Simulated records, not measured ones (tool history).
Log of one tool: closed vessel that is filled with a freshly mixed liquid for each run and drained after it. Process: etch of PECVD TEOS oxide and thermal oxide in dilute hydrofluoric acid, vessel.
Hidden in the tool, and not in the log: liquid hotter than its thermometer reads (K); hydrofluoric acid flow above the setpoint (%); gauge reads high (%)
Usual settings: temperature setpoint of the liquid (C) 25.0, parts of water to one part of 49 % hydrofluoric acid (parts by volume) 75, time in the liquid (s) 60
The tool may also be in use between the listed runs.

| run | hour | temperature setpoint of the liquid (C) | parts of water to one part of 49 % hydrofluoric acid (parts by volume) | time in the liquid (s) | wafers since the last listed run | hours since the thermometer was replaced | hours since the hydrofluoric acid flow meter was replaced | hours since the gauge calibration | read-back film thickness of the PECVD TEOS oxide reference wafer, read on the same gauge (nm) | read-back film thickness of the thermal oxide reference wafer, read on the same gauge (nm) | thickness taken off the PECVD TEOS oxide on a monitor wafer (nm) | thickness taken off the thermal oxide on a monitor wafer (nm) |
|---|---|---|---|---|---|---|---|---|---|---|---|---|
| 1 | 0.0 | 25.0 | 95 | 60 | 0 | 923.0 | 357.0 | 1119.7 | 30.04 | 149.998 | 19.65 | 3.317 |
| 2 | 76.9 | 25.0 | 95 | 60 | 9687 | 999.9 | 433.9 | 1196.6 | 29.99 | 149.985 | 19.90 | 3.336 |
| 3 | 146.1 | 25.0 | 75 | 60 | 8717 | 1069.1 | 503.1 | 1265.8 | 30.02 | 150.019 | 26.08 | 4.364 |
| 4 | 214.4 | 25.0 | 75 | 60 | 8603 | 1137.4 | 571.4 | 1334.1 | 30.03 | 149.976 | 26.20 | 4.463 |
|  | 233.2 | hydrofluoric acid flow meter replaced |
| 5 | 305.9 | 25.0 | 105 | 85 | 11400 | 1228.9 | 72.7 | 1425.6 | 30.01 | 149.993 | 25.00 | 4.150 |
| 6 | 348.3 | 25.0 | 105 | 85 | 5341 | 1271.3 | 115.1 | 1468.0 | 30.00 | 149.988 | 24.94 | 4.210 |
| 7 | 431.7 | 25.0 | 105 | 85 | 10505 | 1354.7 | 198.5 | 1551.4 | 29.96 | 150.010 | 25.19 | 4.271 |
| 8 | 502.0 | 25.0 | 55 | 85 | 8855 | 1425.0 | 268.8 | 1621.7 | 30.00 | 149.985 | 51.24 | 8.758 |
| 9 | 558.0 | 25.0 | 55 | 85 | 7054 | 1481.0 | 324.8 | 1677.7 | 30.00 | 149.959 | 52.47 | 8.738 |
| 10 | 607.0 | 25.0 | 55 | 85 | 6172 | 1530.0 | 373.8 | 1726.7 | 30.05 | 149.993 | 52.51 | 8.900 |
| 11 | 704.8 | 28.0 | 75 | 60 | 12319 | 1627.8 | 471.6 | 1824.5 | 30.00 | 150.003 | 30.26 | 5.089 |
| 12 | 804.7 | 20.5 | 75 | 95 | 12584 | 1727.7 | 571.5 | 1924.4 | 29.98 | 150.017 | 35.63 | 6.015 |
|  | 808.2 | hydrofluoric acid flow meter replaced |
| 13 | 871.5 | 25.0 | 100 | 60 | 8288 | 1794.5 | 63.3 | 1991.2 | 30.01 | 149.999 | 18.82 | 3.113 |
| 14 | 957.2 | 25.0 | 75 | 60 | 10795 | 1880.2 | 149.0 | 2076.9 | 30.00 | 150.003 | 25.89 | 4.378 |
|  | 1012.1 | gauge calibrated |
| 15 | 1041.8 | 25.0 | 75 | 90 | 10656 | 1964.8 | 233.6 | 29.7 | 30.04 | 149.987 | 39.75 | 6.629 |
| 16 | 1106.9 | 27.5 | 45 | 75 | 8200 | 2029.9 | 298.7 | 94.8 | 30.05 | 149.996 | 64.21 | 10.704 |
| 17 | 1185.1 | 25.0 | 75 | 60 | 9850 | 2108.1 | 376.9 | 173.0 | 30.01 | 150.017 | 26.66 | 4.451 |
|  | 1203.4 | thermometer replaced |
| 18 | 1221.8 | 27.5 | 110 | 45 | 4497 | 18.4 | 413.6 | 209.7 | 30.02 | 150.008 | 13.39 | 2.221 |
| 19 | 1315.0 | 28.0 | 75 | 60 | 11740 | 111.6 | 506.8 | 302.9 | 30.00 | 150.016 | 28.10 | 4.673 |
| 20 | 1399.5 | 29.0 | 75 | 60 | 10644 | 196.1 | 591.3 | 387.4 | 29.99 | 149.998 | 29.65 | 4.923 |
|  | 1402.6 | hydrofluoric acid flow meter replaced |
| 21 | 1480.8 | 28.5 | 45 | 30 | 10115 | 277.4 | 78.2 | 468.7 | 30.01 | 150.002 | 24.39 | 4.032 |
| 22 | 1524.9 | 25.0 | 75 | 60 | 5555 | 321.5 | 122.3 | 512.8 | 29.97 | 149.999 | 24.52 | 4.051 |
| 23 | 1601.5 | 25.0 | 95 | 60 | 9649 | 398.1 | 198.9 | 589.4 | 29.98 | 150.007 | 19.09 | 3.194 |
| 24 | 1722.7 | 20.5 | 50 | 80 | 15267 | 519.3 | 320.1 | 710.6 | 30.07 | 149.985 | 43.02 | 7.184 |
| 25 | 1808.0 | 28.0 | 85 | 70 | 10745 | 604.6 | 405.4 | 795.9 | 29.94 | 150.025 | 28.57 | 4.821 |

5 ways to go on from here, each from the tool as it stands after run 25. What would each give?
| A | 1808.7 | 25.0 | 75 | 60 | 88 | 605.3 | 406.1 | 796.6 | ? | ? | ? | ? |
| B | 1808.7 | 25.0 | 75 | 40 | 88 | 605.3 | 406.1 | 796.6 | ? | ? | ? | ? |
| C | 1808.7 | 25.0 | 50 | 60 | 88 | 605.3 | 406.1 | 796.6 | ? | ? | ? | ? |
| D | 1808.7 | 25.0 | 75 | 75 | 88 | 605.3 | 406.1 | 796.6 | ? | ? | ? | ? |
| E | 1808.7 | 23.0 | 75 | 35 | 88 | 605.3 | 406.1 | 796.6 | ? | ? | ? | ? |

| run | read-back film thickness of the PECVD TEOS oxide reference wafer, read on the same gauge (nm) | read-back film thickness of the thermal oxide reference wafer, read on the same gauge (nm) | thickness taken off the PECVD TEOS oxide on a monitor wafer (nm) | thickness taken off the thermal oxide on a monitor wafer (nm) |
|---|---|---|---|---|
| A | 30.01 | 150.002 | 25.47 | 4.283 |
| B | 30.01 | 150.002 | 16.98 | 2.855 |
| C | 30.01 | 150.002 | 39.48 | 6.638 |
| D | 30.01 | 150.002 | 31.84 | 5.354 |
| E | 30.01 | 150.002 | 13.71 | 2.305 |
Without the tool's hidden state the same runs would have given:
| run | thickness taken off the PECVD TEOS oxide on a monitor wafer (nm) | thickness taken off the thermal oxide on a monitor wafer (nm) |
|---|---|---|
| A | 23.87 | 4.015 |
| B | 15.92 | 2.676 |
| C | 37.03 | 6.226 |
| D | 29.84 | 5.018 |
| E | 12.85 | 2.160 |
